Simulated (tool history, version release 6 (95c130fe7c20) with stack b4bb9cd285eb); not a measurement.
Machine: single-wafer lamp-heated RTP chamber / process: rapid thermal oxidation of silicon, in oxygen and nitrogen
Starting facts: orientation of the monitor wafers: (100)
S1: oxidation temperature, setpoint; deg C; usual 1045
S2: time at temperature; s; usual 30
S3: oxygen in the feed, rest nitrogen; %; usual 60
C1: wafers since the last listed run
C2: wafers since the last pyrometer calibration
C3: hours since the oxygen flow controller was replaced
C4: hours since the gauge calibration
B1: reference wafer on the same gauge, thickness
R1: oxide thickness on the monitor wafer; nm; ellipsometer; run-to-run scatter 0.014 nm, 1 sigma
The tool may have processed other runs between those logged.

run	hour	S1	S2	S3	C1	C2	C3	C4	B1	R1
1	0.0	1045	30	60	0	2353	2644.7	94.7	5.244	5.678
2	32.3	1045	30	60	253	2607	2677.0	127.0	5.237	5.652
3	65.7	1045	30	60	262	2870	2710.4	160.4	5.239	5.668
4	91.9	1045	39	60	205	3076	2736.6	186.6	5.238	6.347
5	115.0	1045	39	60	181	3257	2759.7	209.7	5.241	6.351
6	131.4	1045	30	67	128	3386	2776.1	226.1	5.240	5.901
7	155.1	1045	30	60	186	3573	2799.8	249.8	5.236	5.689
8	186.1	1045	30	60	243	3816	2830.8	280.8	5.239	5.722
9	200.0	1045	30	60	109	3926	2844.7	294.7	5.237	5.700
# hour 214.3: oxygen flow controller replaced
10	233.4	1045	30	60	199	4125	19.1	328.1	5.235	5.721
11	256.4	1045	30	60	180	4306	42.1	351.1	5.241	5.706
12	284.9	1030	43	87	224	4530	70.6	379.6	5.240	6.836
13	319.4	1030	34	68	271	4801	105.1	414.1	5.238	5.694
14	354.9	1071	43	60	279	5081	140.6	449.6	5.238	7.965
15	374.4	1045	30	60	153	5234	160.1	469.1	5.240	5.744
16	389.2	1045	30	60	116	5350	174.9	483.9	5.240	5.744
17	411.0	1019	39	60	171	5522	196.7	505.7	5.240	5.363
# hour 418.9: gauge calibrated
# hour 428.8: pyrometer window cleaned and pyrometer calibrated
18	429.3	1070	41	60	80	4	215.0	10.4	5.244	7.543
19	453.0	1045	30	60	186	190	238.7	34.1	5.240	5.596
20	466.6	1067	41	79	106	297	252.3	47.7	5.245	8.150
21	490.2	1045	30	60	185	482	275.9	71.3	5.239	5.599
22	521.5	1017	39	50	246	729	307.2	102.6	5.239	4.877
23	556.5	1045	43	60	275	1004	342.2	137.6	5.240	6.554

3 ways to go on from here, each from the tool as it stands after run 23. What would each give?
A	557.0	1045	45	60	3	1008	342.7	138.1	?	?
B	557.0	1033	20	34	3	1008	342.7	138.1	?	?
C	557.0	1045	35	42	3	1008	342.7	138.1	?	?

run	B1	R1
A	5.241	6.690
B	5.241	3.732
C	5.241	5.320
Had the tool no hidden state, the same runs would have come out as:
run	R1
A	6.657
B	3.717
C	5.295
